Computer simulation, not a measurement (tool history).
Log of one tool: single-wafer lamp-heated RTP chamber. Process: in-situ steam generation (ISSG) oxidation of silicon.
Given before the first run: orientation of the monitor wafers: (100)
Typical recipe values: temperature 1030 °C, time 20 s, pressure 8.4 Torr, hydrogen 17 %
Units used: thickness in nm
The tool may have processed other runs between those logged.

run     day  temperature  time  pressure  hydrogen  wafers since the last listed run  wafers since the last pyrometer calibration  hours since the pressure gauge was zeroed  hours since the hydrogen flow controller was replaced  hours since the gauge calibration  read-back reference wafer on the same gauge, thickness  thickness
  1   0.000         1035    20       8.4        17                                 0                                         1004                                     4792.6                                                 4633.1                             2982.5                                                   7.137      6.334
  2   3.779         1030    20       9.6        17                               711                                         1716                                     4883.3                                                 4723.8                             3073.2                                                   7.132      6.086
      6.779  -- hydrogen flow controller replaced
  3   7.642         1030    20       8.4        17                               664                                         2380                                     4976.0                                                   20.7                             3165.9                                                   7.131      6.164
  4   9.725         1030    20       8.4        17                               392                                         2772                                     5026.0                                                   70.7                             3215.9                                                   7.124      6.200
     11.583  -- pressure gauge zeroed
  5  12.821         1030    20       8.4        17                               520                                         3293                                       29.7                                                  145.0                             3290.2                                                   7.113      6.206
  6  15.075         1030    20       8.4        17                               424                                         3717                                       83.8                                                  199.1                             3344.3                                                   7.110      6.170
  7  17.533         1030    20       7.5        22                               462                                         4180                                      142.8                                                  258.1                             3403.3                                                   7.102      6.545
  8  21.167         1035    20       8.4        17                               684                                         4864                                      230.0                                                  345.3                             3490.5                                                   7.097      6.306
  9  23.846         1022    23       8.0        25                               504                                         5368                                      294.3                                                  409.6                             3554.8                                                   7.085      6.950
 10  26.888         1030    20       8.4        27                               572                                         5941                                      367.3                                                  482.6                             3627.8                                                   7.085      6.832
 11  29.171         1043    20       8.4        17                               429                                         6371                                      422.1                                                  537.4                             3682.6                                                   7.072      6.552
     29.867  -- pyrometer window cleaned and pyrometer calibrated
 12  31.988         1030    20       8.4        17                               467                                          399                                      489.7                                                  605.0                             3750.2                                                   7.067      6.116
 13  41.696         1030    25       8.4        11                              1827                                         2227                                      722.7                                                  838.0                             3983.2                                                   7.046      6.275
 14  44.283         1050    20       8.4        17                               487                                         2714                                      784.8                                                  900.1                             4045.3                                                   7.036      6.753
 15  47.842         1030    20       7.1        12                               669                                         3384                                      870.2                                                  985.5                             4130.7                                                   7.028      5.626
 16  51.246         1015    20       8.4        17                               640                                         4024                                      951.9                                                 1067.2                             4212.4                                                   7.019      5.666
 17  53.379         1015    25       7.4        27                               401                                         4426                                     1003.1                                                 1118.4                             4263.6                                                   7.011      7.042
 18  57.429         1030    20       8.4        17                               762                                         5189                                     1100.3                                                 1215.6                             4360.8                                                   7.001      6.069
     58.467  -- pyrometer window cleaned and pyrometer calibrated
     59.750  -- gauge calibrated
 19  60.542         1045    22       8.4        12                               523                                          390                                     1175.0                                                 1290.3                               19.0                                                   7.271      6.625
 20  62.550         1045    14       8.8        11                               378                                          768                                     1223.2                                                 1338.5                               67.2                                                   7.278      5.139
 21  66.062         1030    23       8.4        20                               661                                         1430                                     1307.5                                                 1422.8                              151.5                                                   7.280      7.018
 22  67.825         1030    20       8.4        17                               331                                         1761                                     1349.8                                                 1465.1                              193.8                                                   7.279      6.301
 23  71.538         1030    20       9.2        17                               698                                         2460                                     1438.9                                                 1554.2                              282.9                                                   7.276      6.273
 24  74.708         1039    20       7.1        17                               596                                         3057                                     1515.0                                                 1630.3                              359.0                                                   7.275      6.531
 25  83.512         1030    17       6.9        13                              1657                                         4715                                     1726.3                                                 1841.6                              570.3                                                   7.276      5.411
 26  86.554         1030    17       7.4        17                               572                                         5287                                     1799.3                                                 1914.6                              643.3                                                   7.273      5.798
 27  89.692         1030    20       8.4        11                               590                                         5878                                     1874.6                                                 1989.9                              718.6                                                   7.269      5.726
     92.558  -- pyrometer window cleaned and pyrometer calibrated
 28  93.658         1030    20       8.4        17                               684                                          207                                     1969.8                                                 2085.1                              813.8                                                   7.268      6.294
 29  96.838         1030    20       8.4        17                               598                                          805                                     2046.1                                                 2161.4                              890.1                                                   7.270      6.303
 30  99.558         1045    20       9.0        17                               512                                         1318                                     2111.4                                                 2226.7                              955.4                                                   7.267      6.759

Consider 5 possible next runs. They are alternatives, not a sequence: every one starts from the tool as it was left by run 30. What does each give?
  A  99.575         1030    25       8.4        17                                 3                                         1321                                     2111.8                                                 2227.1                              955.8                                                       ?          ?
  B  99.575         1030    20       8.4        13                                 3                                         1321                                     2111.8                                                 2227.1                              955.8                                                       ?          ?
  C  99.575         1030    16       8.9        11                                 3                                         1321                                     2111.8                                                 2227.1                              955.8                                                       ?          ?
  D  99.575         1021    20       8.4        17                                 3                                         1321                                     2111.8                                                 2227.1                              955.8                                                       ?          ?
  E  99.575         1017    27       7.3        13                                 3                                         1321                                     2111.8                                                 2227.1                              955.8                                                       ?          ?

run  read-back reference wafer on the same gauge, thickness  thickness
  A                                                   7.265      7.091
  B                                                   7.265      5.967
  C                                                   7.265      5.128
  D                                                   7.265      6.061
  E                                                   7.265      6.516
Without the tool's unlogged condition, the same runs would have read:
run  thickness
  A      7.086
  B      5.962
  C      5.124
  D      6.056
  E      6.511
